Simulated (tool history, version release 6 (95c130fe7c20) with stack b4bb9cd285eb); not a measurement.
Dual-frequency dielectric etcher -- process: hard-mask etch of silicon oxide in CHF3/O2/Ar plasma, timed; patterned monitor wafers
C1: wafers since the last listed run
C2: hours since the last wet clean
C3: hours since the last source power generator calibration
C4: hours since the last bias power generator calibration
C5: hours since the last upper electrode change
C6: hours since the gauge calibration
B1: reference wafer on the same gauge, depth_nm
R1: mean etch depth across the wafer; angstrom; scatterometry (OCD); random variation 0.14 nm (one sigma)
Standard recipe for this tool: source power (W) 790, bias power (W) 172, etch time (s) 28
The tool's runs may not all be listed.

{"run": 1, "hour": 0.0, "source power (W)": 790, "bias power (W)": 172, "etch time (s)": 28, "C1": 0, "C2": 383.3, "C3": 1658.6, "C4": 2547.8, "C5": 3137.8, "C6": 361.7, "B1": 63.9, "R1": 564}
{"run": 2, "hour": 11.8, "source power (W)": 790, "bias power (W)": 172, "etch time (s)": 28, "C1": 142, "C2": 395.1, "C3": 1670.4, "C4": 2559.6, "C5": 3149.6, "C6": 373.5, "B1": 63.9, "R1": 566}
{"run": 3, "hour": 20.8, "source power (W)": 790, "bias power (W)": 172, "etch time (s)": 28, "C1": 108, "C2": 404.1, "C3": 1679.4, "C4": 2568.6, "C5": 3158.6, "C6": 382.5, "B1": 63.9, "R1": 564}
{"run": 4, "hour": 28.9, "source power (W)": 790, "bias power (W)": 172, "etch time (s)": 28, "C1": 97, "C2": 412.2, "C3": 1687.5, "C4": 2576.7, "C5": 3166.7, "C6": 390.6, "B1": 63.9, "R1": 564}
{"run": 5, "hour": 44.1, "source power (W)": 790, "bias power (W)": 172, "etch time (s)": 28, "C1": 182, "C2": 427.4, "C3": 1702.7, "C4": 2591.9, "C5": 3181.9, "C6": 405.8, "B1": 63.9, "R1": 565}
{"hour": 50.6, "done": "source power generator calibrated"}
{"run": 6, "hour": 60.0, "source power (W)": 790, "bias power (W)": 172, "etch time (s)": 28, "C1": 143, "C2": 443.3, "C3": 9.4, "C4": 2607.8, "C5": 3197.8, "C6": 421.7, "B1": 63.9, "R1": 567}
{"run": 7, "hour": 76.4, "source power (W)": 790, "bias power (W)": 172, "etch time (s)": 28, "C1": 197, "C2": 459.7, "C3": 25.8, "C4": 2624.2, "C5": 3214.2, "C6": 438.1, "B1": 63.9, "R1": 564}
{"run": 8, "hour": 87.6, "source power (W)": 790, "bias power (W)": 172, "etch time (s)": 28, "C1": 134, "C2": 470.9, "C3": 37, "C4": 2635.4, "C5": 3225.4, "C6": 449.3, "B1": 63.9, "R1": 568}
{"hour": 95.9, "done": "bias power generator calibrated"}
{"hour": 117.2, "done": "upper electrode replaced"}
{"run": 9, "hour": 138.0, "source power (W)": 790, "bias power (W)": 172, "etch time (s)": 28, "C1": 302, "C2": 521.3, "C3": 87.4, "C4": 42.1, "C5": 20.8, "C6": 499.7, "B1": 63.9, "R1": 567}
{"hour": 139.8, "done": "gauge calibrated"}
{"run": 10, "hour": 145.1, "source power (W)": 790, "bias power (W)": 172, "etch time (s)": 28, "C1": 85, "C2": 528.4, "C3": 94.5, "C4": 49.2, "C5": 27.9, "C6": 5.3, "B1": 63.9, "R1": 568}
{"run": 11, "hour": 163.1, "source power (W)": 790, "bias power (W)": 172, "etch time (s)": 28, "C1": 216, "C2": 546.4, "C3": 112.5, "C4": 67.2, "C5": 45.9, "C6": 23.3, "B1": 63.9, "R1": 567}
{"run": 12, "hour": 175.9, "source power (W)": 980, "bias power (W)": 184, "etch time (s)": 24.5, "C1": 154, "C2": 559.2, "C3": 125.3, "C4": 80, "C5": 58.7, "C6": 36.1, "B1": 63.9, "R1": 549}
{"run": 13, "hour": 188.3, "source power (W)": 880, "bias power (W)": 188, "etch time (s)": 28, "C1": 149, "C2": 571.6, "C3": 137.7, "C4": 92.4, "C5": 71.1, "C6": 48.5, "B1": 63.9, "R1": 613}
{"hour": 218.0, "done": "wet clean of the chamber"}
{"run": 14, "hour": 218.5, "source power (W)": 790, "bias power (W)": 172, "etch time (s)": 28, "C1": 74, "C2": 0.5, "C3": 167.9, "C4": 122.6, "C5": 101.3, "C6": 78.7, "B1": 63.9, "R1": 537}
{"run": 15, "hour": 220.7, "source power (W)": 710, "bias power (W)": 143, "etch time (s)": 28, "C1": 26, "C2": 2.7, "C3": 170.1, "C4": 124.8, "C5": 103.5, "C6": 80.9, "B1": 63.9, "R1": 470}
{"run": 16, "hour": 228.4, "source power (W)": 790, "bias power (W)": 172, "etch time (s)": 28, "C1": 92, "C2": 10.4, "C3": 177.8, "C4": 132.5, "C5": 111.2, "C6": 88.6, "B1": 63.9, "R1": 536}
{"run": 17, "hour": 247.9, "source power (W)": 790, "bias power (W)": 193, "etch time (s)": 20.5, "C1": 234, "C2": 29.9, "C3": 197.3, "C4": 152, "C5": 130.7, "C6": 108.1, "B1": 63.9, "R1": 420}
{"run": 18, "hour": 257.0, "source power (W)": 790, "bias power (W)": 172, "etch time (s)": 28, "C1": 109, "C2": 39, "C3": 206.4, "C4": 161.1, "C5": 139.8, "C6": 117.2, "B1": 63.9, "R1": 539}
{"run": 19, "hour": 265.9, "source power (W)": 790, "bias power (W)": 156, "etch time (s)": 30, "C1": 107, "C2": 47.9, "C3": 215.3, "C4": 170, "C5": 148.7, "C6": 126.1, "B1": 63.9, "R1": 550}
{"run": 20, "hour": 283.2, "source power (W)": 790, "bias power (W)": 172, "etch time (s)": 28, "C1": 208, "C2": 65.2, "C3": 232.6, "C4": 187.3, "C5": 166, "C6": 143.4, "B1": 63.9, "R1": 538}
{"run": 21, "hour": 294.9, "source power (W)": 660, "bias power (W)": 172, "etch time (s)": 28, "C1": 140, "C2": 76.9, "C3": 244.3, "C4": 199, "C5": 177.7, "C6": 155.1, "B1": 63.9, "R1": 511}
{"run": 22, "hour": 303.3, "source power (W)": 790, "bias power (W)": 137, "etch time (s)": 21, "C1": 101, "C2": 85.3, "C3": 252.7, "C4": 207.4, "C5": 186.1, "C6": 163.5, "B1": 63.9, "R1": 356}
{"hour": 331.7, "done": "wet clean of the chamber, repeated, since the last time left the tool worse"}
{"run": 23, "hour": 332.2, "source power (W)": 970, "bias power (W)": 144, "etch time (s)": 25, "C1": 58, "C2": 0.5, "C3": 281.6, "C4": 236.3, "C5": 215, "C6": 192.4, "B1": 63.9, "R1": 485}
{"run": 24, "hour": 332.5, "source power (W)": 790, "bias power (W)": 172, "etch time (s)": 28, "C1": 3, "C2": 0.8, "C3": 281.9, "C4": 236.6, "C5": 215.3, "C6": 192.7, "B1": 63.9, "R1": 557}
{"run": 25, "hour": 355.8, "source power (W)": 790, "bias power (W)": 184, "etch time (s)": 30.5, "C1": 280, "C2": 24.1, "C3": 305.2, "C4": 259.9, "C5": 238.6, "C6": 216, "B1": 63.9, "R1": 631}
{"run": 26, "hour": 364.3, "source power (W)": 680, "bias power (W)": 172, "etch time (s)": 28, "C1": 102, "C2": 32.6, "C3": 313.7, "C4": 268.4, "C5": 247.1, "C6": 224.5, "B1": 63.9, "R1": 534}
{"run": 27, "hour": 381.7, "source power (W)": 700, "bias power (W)": 172, "etch time (s)": 20.5, "C1": 209, "C2": 50, "C3": 331.1, "C4": 285.8, "C5": 264.5, "C6": 241.9, "B1": 63.8, "R1": 394}
{"run": 28, "hour": 397.1, "source power (W)": 790, "bias power (W)": 196, "etch time (s)": 28, "C1": 185, "C2": 65.4, "C3": 346.5, "C4": 301.2, "C5": 279.9, "C6": 257.3, "B1": 63.9, "R1": 596}
{"run": 29, "hour": 409.1, "source power (W)": 790, "bias power (W)": 194, "etch time (s)": 28, "C1": 144, "C2": 77.4, "C3": 358.5, "C4": 313.2, "C5": 291.9, "C6": 269.3, "B1": 63.9, "R1": 595}

Give the tool's hidden conditions for every run:
source power that arrives over what is set, %: 0 on each run
bias power that arrives over what is set, %: 0 on each run
gauge reads high (%): 0 on each run
H1: etch rate over this chamber's usual, %
run=1 H1=1.28
run=2 H1=1.32
run=3 H1=1.35
run=4 H1=1.38
run=5 H1=1.42
run=6 H1=1.48
run=7 H1=1.53
run=8 H1=1.57
run=9 H1=1.73
run=10 H1=1.75
run=11 H1=1.81
run=12 H1=1.85
run=13 H1=1.89
run=14 H1=-3.47
run=15 H1=-3.46
run=16 H1=-3.44
run=17 H1=-3.38
run=18 H1=-3.35
run=19 H1=-3.32
run=20 H1=-3.26
run=21 H1=-3.22
run=22 H1=-3.2
run=23 H1=0.0529
run=24 H1=0.0539
run=25 H1=0.13
run=26 H1=0.157
run=27 H1=0.214
run=28 H1=0.264
run=29 H1=0.303
